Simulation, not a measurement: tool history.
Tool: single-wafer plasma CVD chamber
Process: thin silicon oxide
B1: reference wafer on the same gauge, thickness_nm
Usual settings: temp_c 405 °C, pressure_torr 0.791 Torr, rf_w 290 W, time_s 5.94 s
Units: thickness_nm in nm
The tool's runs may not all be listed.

{"run": 1, "hour": 0.0, "temp_c": 405, "pressure_torr": 0.791, "rf_w": 290, "time_s": 5.94, "B1": 8.49, "thickness_nm": 10.601}
{"run": 2, "hour": 8.9, "temp_c": 405, "pressure_torr": 0.791, "rf_w": 290, "time_s": 5.94, "B1": 8.486, "thickness_nm": 10.58}
{"run": 3, "hour": 25.4, "temp_c": 405, "pressure_torr": 0.791, "rf_w": 290, "time_s": 5.94, "B1": 8.483, "thickness_nm": 10.563}
{"run": 4, "hour": 39.0, "temp_c": 405, "pressure_torr": 0.791, "rf_w": 290, "time_s": 5.94, "B1": 8.493, "thickness_nm": 10.619}
{"run": 5, "hour": 47.4, "temp_c": 413, "pressure_torr": 0.791, "rf_w": 290, "time_s": 5.94, "B1": 8.485, "thickness_nm": 10.514}
{"run": 6, "hour": 65.1, "temp_c": 405, "pressure_torr": 0.791, "rf_w": 290, "time_s": 5.94, "B1": 8.485, "thickness_nm": 10.652}
{"run": 7, "hour": 81.9, "temp_c": 405, "pressure_torr": 0.791, "rf_w": 290, "time_s": 5.94, "B1": 8.495, "thickness_nm": 10.594}
{"hour": 93.2, "done": "RF generator calibrated"}
{"run": 8, "hour": 93.7, "temp_c": 405, "pressure_torr": 0.791, "rf_w": 290, "time_s": 5.94, "B1": 8.494, "thickness_nm": 10.595}
{"run": 9, "hour": 98.5, "temp_c": 405, "pressure_torr": 0.791, "rf_w": 290, "time_s": 5.94, "B1": 8.491, "thickness_nm": 10.596}
{"run": 10, "hour": 109.8, "temp_c": 405, "pressure_torr": 0.791, "rf_w": 290, "time_s": 5.94, "B1": 8.484, "thickness_nm": 10.583}
{"run": 11, "hour": 122.0, "temp_c": 405, "pressure_torr": 0.791, "rf_w": 290, "time_s": 5.94, "B1": 8.5, "thickness_nm": 10.65}
{"run": 12, "hour": 138.8, "temp_c": 405, "pressure_torr": 0.791, "rf_w": 290, "time_s": 5.94, "B1": 8.489, "thickness_nm": 10.66}
{"run": 13, "hour": 154.8, "temp_c": 405, "pressure_torr": 0.791, "rf_w": 260, "time_s": 5.94, "B1": 8.489, "thickness_nm": 10.196}
{"run": 14, "hour": 167.0, "temp_c": 398, "pressure_torr": 0.937, "rf_w": 255, "time_s": 5.62, "B1": 8.498, "thickness_nm": 11.037}
{"run": 15, "hour": 176.7, "temp_c": 405, "pressure_torr": 0.791, "rf_w": 290, "time_s": 5.94, "B1": 8.498, "thickness_nm": 10.628}
{"run": 16, "hour": 189.8, "temp_c": 405, "pressure_torr": 0.733, "rf_w": 290, "time_s": 5.94, "B1": 8.494, "thickness_nm": 9.918}
{"run": 17, "hour": 196.6, "temp_c": 413, "pressure_torr": 0.732, "rf_w": 265, "time_s": 6.95, "B1": 8.492, "thickness_nm": 11.21}
{"hour": 220.8, "done": "thermocouple changed; heater temperature recalibrated"}
{"run": 18, "hour": 221.3, "temp_c": 405, "pressure_torr": 0.791, "rf_w": 235, "time_s": 5.94, "B1": 8.491, "thickness_nm": 9.915}
{"run": 19, "hour": 221.6, "temp_c": 405, "pressure_torr": 0.791, "rf_w": 320, "time_s": 5.54, "B1": 8.494, "thickness_nm": 10.243}
{"run": 20, "hour": 229.4, "temp_c": 410, "pressure_torr": 0.683, "rf_w": 275, "time_s": 6.89, "B1": 8.492, "thickness_nm": 10.542}
{"hour": 237.5, "done": "gauge calibrated"}
{"run": 21, "hour": 243.5, "temp_c": 405, "pressure_torr": 0.791, "rf_w": 290, "time_s": 5.94, "B1": 8.485, "thickness_nm": 10.68}
{"run": 22, "hour": 257.2, "temp_c": 405, "pressure_torr": 0.791, "rf_w": 290, "time_s": 5.94, "B1": 8.492, "thickness_nm": 10.665}
{"hour": 276.7, "done": "capacitance manometer re-zeroed and calibrated"}
{"hour": 283.6, "done": "showerhead replaced"}
{"run": 23, "hour": 284.1, "temp_c": 409, "pressure_torr": 0.899, "rf_w": 240, "time_s": 6.8, "B1": 8.489, "thickness_nm": 11.805}
{"run": 24, "hour": 285.9, "temp_c": 405, "pressure_torr": 0.602, "rf_w": 270, "time_s": 5.94, "B1": 8.49, "thickness_nm": 7.2}
{"run": 25, "hour": 299.2, "temp_c": 405, "pressure_torr": 0.697, "rf_w": 330, "time_s": 5.94, "B1": 8.487, "thickness_nm": 9.101}
{"run": 26, "hour": 339.8, "temp_c": 413, "pressure_torr": 0.732, "rf_w": 290, "time_s": 5.94, "B1": 8.49, "thickness_nm": 9.1}
{"run": 27, "hour": 356.8, "temp_c": 414, "pressure_torr": 0.791, "rf_w": 290, "time_s": 6.81, "B1": 8.484, "thickness_nm": 11.348}
{"run": 28, "hour": 372.1, "temp_c": 405, "pressure_torr": 0.791, "rf_w": 255, "time_s": 6.93, "B1": 8.498, "thickness_nm": 11.067}
{"run": 29, "hour": 381.1, "temp_c": 418, "pressure_torr": 0.902, "rf_w": 265, "time_s": 5.45, "B1": 8.483, "thickness_nm": 9.805}

Forecast each of these 4 alternatives for the next run:
{"run": "A", "hour": 381.5, "temp_c": 405, "pressure_torr": 0.791, "rf_w": 290, "time_s": 5.94, "B1": "?", "thickness_nm": "?"}
{"run": "B", "hour": 381.5, "temp_c": 405, "pressure_torr": 0.791, "rf_w": 245, "time_s": 6.34, "B1": "?", "thickness_nm": "?"}
{"run": "C", "hour": 381.5, "temp_c": 405, "pressure_torr": 0.791, "rf_w": 290, "time_s": 4.97, "B1": "?", "thickness_nm": "?"}
{"run": "D", "hour": 381.5, "temp_c": 405, "pressure_torr": 0.594, "rf_w": 335, "time_s": 5.24, "B1": "?", "thickness_nm": "?"}

run=A B1=8.485 thickness_nm=9.877
run=B B1=8.485 thickness_nm=9.934
run=C B1=8.485 thickness_nm=8.267
run=D B1=8.485 thickness_nm=6.756
Without the tool's hidden state the same runs would have given:
run=A thickness_nm=9.77
run=B thickness_nm=9.827
run=C thickness_nm=8.177
run=D thickness_nm=6.674

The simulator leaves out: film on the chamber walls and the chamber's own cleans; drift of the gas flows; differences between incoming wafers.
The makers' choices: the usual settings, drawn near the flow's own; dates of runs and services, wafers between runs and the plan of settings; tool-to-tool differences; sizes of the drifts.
